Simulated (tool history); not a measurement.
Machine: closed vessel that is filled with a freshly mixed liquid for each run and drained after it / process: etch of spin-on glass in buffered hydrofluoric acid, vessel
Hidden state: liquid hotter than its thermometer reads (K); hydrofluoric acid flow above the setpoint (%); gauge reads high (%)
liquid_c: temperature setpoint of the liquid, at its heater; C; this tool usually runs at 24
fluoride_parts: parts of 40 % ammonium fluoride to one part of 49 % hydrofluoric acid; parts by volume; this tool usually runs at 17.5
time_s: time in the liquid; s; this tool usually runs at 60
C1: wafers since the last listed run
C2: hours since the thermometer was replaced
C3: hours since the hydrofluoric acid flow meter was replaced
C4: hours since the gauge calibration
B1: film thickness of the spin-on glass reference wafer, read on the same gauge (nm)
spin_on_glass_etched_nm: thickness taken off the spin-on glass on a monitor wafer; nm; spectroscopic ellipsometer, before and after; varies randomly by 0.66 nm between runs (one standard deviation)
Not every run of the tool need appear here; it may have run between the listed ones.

run 1 hour=0 | liquid_c=27.5 fluoride_parts=17.5 time_s=60 | C1=0 C2=1959.4 C3=1206.2 C4=206.6 | B1=40 | spin_on_glass_etched_nm=179.24
run 2 hour=12.2 | liquid_c=27.5 fluoride_parts=17.5 time_s=60 | C1=1436 C2=1971.6 C3=1218.4 C4=218.8 | B1=39.97 | spin_on_glass_etched_nm=180.44
run 3 hour=19.4 | liquid_c=24 fluoride_parts=14.5 time_s=60 | C1=847 C2=1978.8 C3=1225.6 C4=226 | B1=39.99 | spin_on_glass_etched_nm=178.21
run 4 hour=29.3 | liquid_c=24 fluoride_parts=17.5 time_s=60 | C1=1165 C2=1988.7 C3=1235.5 C4=235.9 | B1=40.07 | spin_on_glass_etched_nm=148.67
run 5 hour=42.4 | liquid_c=24 fluoride_parts=17.5 time_s=60 | C1=1542 C2=2001.8 C3=1248.6 C4=249 | B1=39.99 | spin_on_glass_etched_nm=148.59
run 6 hour=54.8 | liquid_c=24 fluoride_parts=17.5 time_s=60 | C1=1460 C2=2014.2 C3=1261 C4=261.4 | B1=39.97 | spin_on_glass_etched_nm=149.7
run 7 hour=68.7 | liquid_c=24 fluoride_parts=17.5 time_s=60 | C1=1636 C2=2028.1 C3=1274.9 C4=275.3 | B1=39.96 | spin_on_glass_etched_nm=148.46
run 8 hour=85.5 | liquid_c=24 fluoride_parts=17.5 time_s=40 | C1=1978 C2=2044.9 C3=1291.7 C4=292.1 | B1=39.98 | spin_on_glass_etched_nm=100.29
-- hour=103.5 hydrofluoric acid flow meter replaced
-- hour=113.5 gauge calibrated
run 9 hour=115.7 | liquid_c=24 fluoride_parts=17.5 time_s=40 | C1=3438 C2=2075.1 C3=12.2 C4=2.2 | B1=39.99 | spin_on_glass_etched_nm=88.67
run 10 hour=143.7 | liquid_c=24 fluoride_parts=17.5 time_s=40 | C1=3297 C2=2103.1 C3=40.2 C4=30.2 | B1=40.01 | spin_on_glass_etched_nm=89.12
run 11 hour=151.1 | liquid_c=28 fluoride_parts=21 time_s=90 | C1=871 C2=2110.5 C3=47.6 C4=37.6 | B1=40.03 | spin_on_glass_etched_nm=209.33
run 12 hour=159 | liquid_c=27.5 fluoride_parts=17.5 time_s=60 | C1=930 C2=2118.4 C3=55.5 C4=45.5 | B1=40.03 | spin_on_glass_etched_nm=161.57
run 13 hour=167.9 | liquid_c=25.5 fluoride_parts=14 time_s=60 | C1=1048 C2=2127.3 C3=64.4 C4=54.4 | B1=39.98 | spin_on_glass_etched_nm=179.4
run 14 hour=181.3 | liquid_c=24 fluoride_parts=24.5 time_s=40 | C1=1578 C2=2140.7 C3=77.8 C4=67.8 | B1=39.98 | spin_on_glass_etched_nm=67.24
-- hour=183.2 thermometer replaced
run 15 hour=194.4 | liquid_c=24 fluoride_parts=14.5 time_s=60 | C1=1424 C2=11.2 C3=90.9 C4=80.9 | B1=39.98 | spin_on_glass_etched_nm=161.52
run 16 hour=204.4 | liquid_c=25.5 fluoride_parts=14.5 time_s=95 | C1=1177 C2=21.2 C3=100.9 C4=90.9 | B1=39.97 | spin_on_glass_etched_nm=274.31
run 17 hour=214.8 | liquid_c=26 fluoride_parts=17.5 time_s=60 | C1=1224 C2=31.6 C3=111.3 C4=101.3 | B1=39.98 | spin_on_glass_etched_nm=150.82
run 18 hour=230.9 | liquid_c=22.5 fluoride_parts=17.5 time_s=60 | C1=1896 C2=47.7 C3=127.4 C4=117.4 | B1=39.99 | spin_on_glass_etched_nm=123.09
run 19 hour=246.3 | liquid_c=24 fluoride_parts=24.5 time_s=60 | C1=1813 C2=63.1 C3=142.8 C4=132.8 | B1=40.04 | spin_on_glass_etched_nm=101.69
run 20 hour=257.8 | liquid_c=24 fluoride_parts=17.5 time_s=50 | C1=1354 C2=74.6 C3=154.3 C4=144.3 | B1=40 | spin_on_glass_etched_nm=111.92

5 options for the next run, each taken on its own from the tool as it stands now. Forecast them:
run A hour=258.5 | liquid_c=24 fluoride_parts=17.5 time_s=60 | C1=82 C2=75.3 C3=155 C4=145 | B1=? | spin_on_glass_etched_nm=?
run B hour=258.5 | liquid_c=29 fluoride_parts=20 time_s=60 | C1=82 C2=75.3 C3=155 C4=145 | B1=? | spin_on_glass_etched_nm=?
run C hour=258.5 | liquid_c=19 fluoride_parts=23 time_s=75 | C1=82 C2=75.3 C3=155 C4=145 | B1=? | spin_on_glass_etched_nm=?
run D hour=258.5 | liquid_c=24 fluoride_parts=20 time_s=50 | C1=82 C2=75.3 C3=155 C4=145 | B1=? | spin_on_glass_etched_nm=?
run E hour=258.5 | liquid_c=27.5 fluoride_parts=19.5 time_s=60 | C1=82 C2=75.3 C3=155 C4=145 | B1=? | spin_on_glass_etched_nm=?

run=A B1=40.04 spin_on_glass_etched_nm=134.13
run=B B1=40.04 spin_on_glass_etched_nm=153.95
run=C B1=40.04 spin_on_glass_etched_nm=100.28
run=D B1=40.04 spin_on_glass_etched_nm=97.99
run=E B1=40.04 spin_on_glass_etched_nm=145.7
With the hidden condition removed and each run's random variation left untouched, the same runs would have given:
run=A spin_on_glass_etched_nm=130.69
run=B spin_on_glass_etched_nm=150.01
run=C spin_on_glass_etched_nm=98.47
run=D spin_on_glass_etched_nm=95.48
run=E spin_on_glass_etched_nm=141.97
